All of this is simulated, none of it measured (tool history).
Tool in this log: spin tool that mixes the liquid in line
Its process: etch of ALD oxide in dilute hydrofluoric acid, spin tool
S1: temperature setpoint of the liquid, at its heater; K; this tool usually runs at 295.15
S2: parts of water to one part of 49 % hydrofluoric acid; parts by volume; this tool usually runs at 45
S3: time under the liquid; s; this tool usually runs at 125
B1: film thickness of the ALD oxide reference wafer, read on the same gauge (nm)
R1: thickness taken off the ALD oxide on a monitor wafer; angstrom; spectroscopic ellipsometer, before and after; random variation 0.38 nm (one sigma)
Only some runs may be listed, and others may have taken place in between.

| run | hour | S1 | S2 | S3 | B1 | R1 |
|---|---|---|---|---|---|---|
| 1 | 0.0 | 295.15 | 45 | 125 | 129.97 | 628.8 |
| 2 | 58.6 | 295.15 | 45 | 125 | 130.02 | 628.5 |
| 3 | 293.3 | 299.15 | 45 | 125 | 130.03 | 749.1 |
| 4 | 344.8 | 295.15 | 45 | 125 | 130.01 | 626.0 |
| 5 | 410.4 | 295.15 | 45 | 125 | 129.98 | 626.1 |
|  | 423.4 | hydrofluoric acid flow meter replaced |
| 6 | 462.5 | 293.15 | 60 | 125 | 129.98 | 426.0 |
| 7 | 569.5 | 295.15 | 50 | 125 | 129.98 | 561.7 |
| 8 | 676.9 | 295.15 | 45 | 125 | 130.07 | 625.6 |
| 9 | 721.3 | 295.15 | 45 | 90 | 130.00 | 455.5 |
|  | 748.7 | thermometer replaced |
| 10 | 773.7 | 295.15 | 45 | 125 | 129.99 | 625.4 |
| 11 | 876.5 | 295.15 | 45 | 125 | 130.03 | 628.8 |
| 12 | 947.1 | 295.15 | 45 | 125 | 130.07 | 631.8 |
| 13 | 1053.1 | 297.15 | 45 | 125 | 129.99 | 679.2 |
| 14 | 1118.2 | 297.15 | 45 | 125 | 129.98 | 688.3 |
| 15 | 1205.8 | 299.65 | 45 | 100 | 130.01 | 606.8 |
| 16 | 1259.4 | 295.15 | 25 | 125 | 129.95 | 1163.0 |
| 17 | 1345.2 | 293.65 | 30 | 150 | 129.98 | 1087.6 |
| 18 | 1396.7 | 296.65 | 50 | 125 | 129.99 | 600.9 |
|  | 1440.8 | gauge calibrated |
| 19 | 1490.6 | 295.15 | 60 | 75 | 129.98 | 276.9 |
| 20 | 1583.3 | 290.65 | 35 | 55 | 130.02 | 298.1 |
| 21 | 1624.1 | 298.15 | 65 | 125 | 129.99 | 478.0 |
|  | 1662.4 | hydrofluoric acid flow meter replaced |
| 22 | 1929.7 | 295.15 | 45 | 125 | 129.96 | 621.6 |
| 23 | 2050.2 | 293.65 | 30 | 150 | 130.00 | 1085.4 |
| 24 | 2126.2 | 297.15 | 30 | 60 | 129.98 | 504.8 |
| 25 | 2220.1 | 296.65 | 45 | 125 | 130.02 | 669.1 |
| 26 | 2277.4 | 295.15 | 45 | 125 | 129.99 | 624.7 |
| 27 | 2338.5 | 296.65 | 35 | 165 | 129.99 | 1137.7 |

Estimate the outcome of run 28 from the log above:
| 28 | 2420.6 | 295.15 | 45 | 125 | ? | ? |

B1: 130.01
R1: 636.1 angstrom
Minus the tool's unlogged condition, the same run would have read R1 636.1 angstrom.
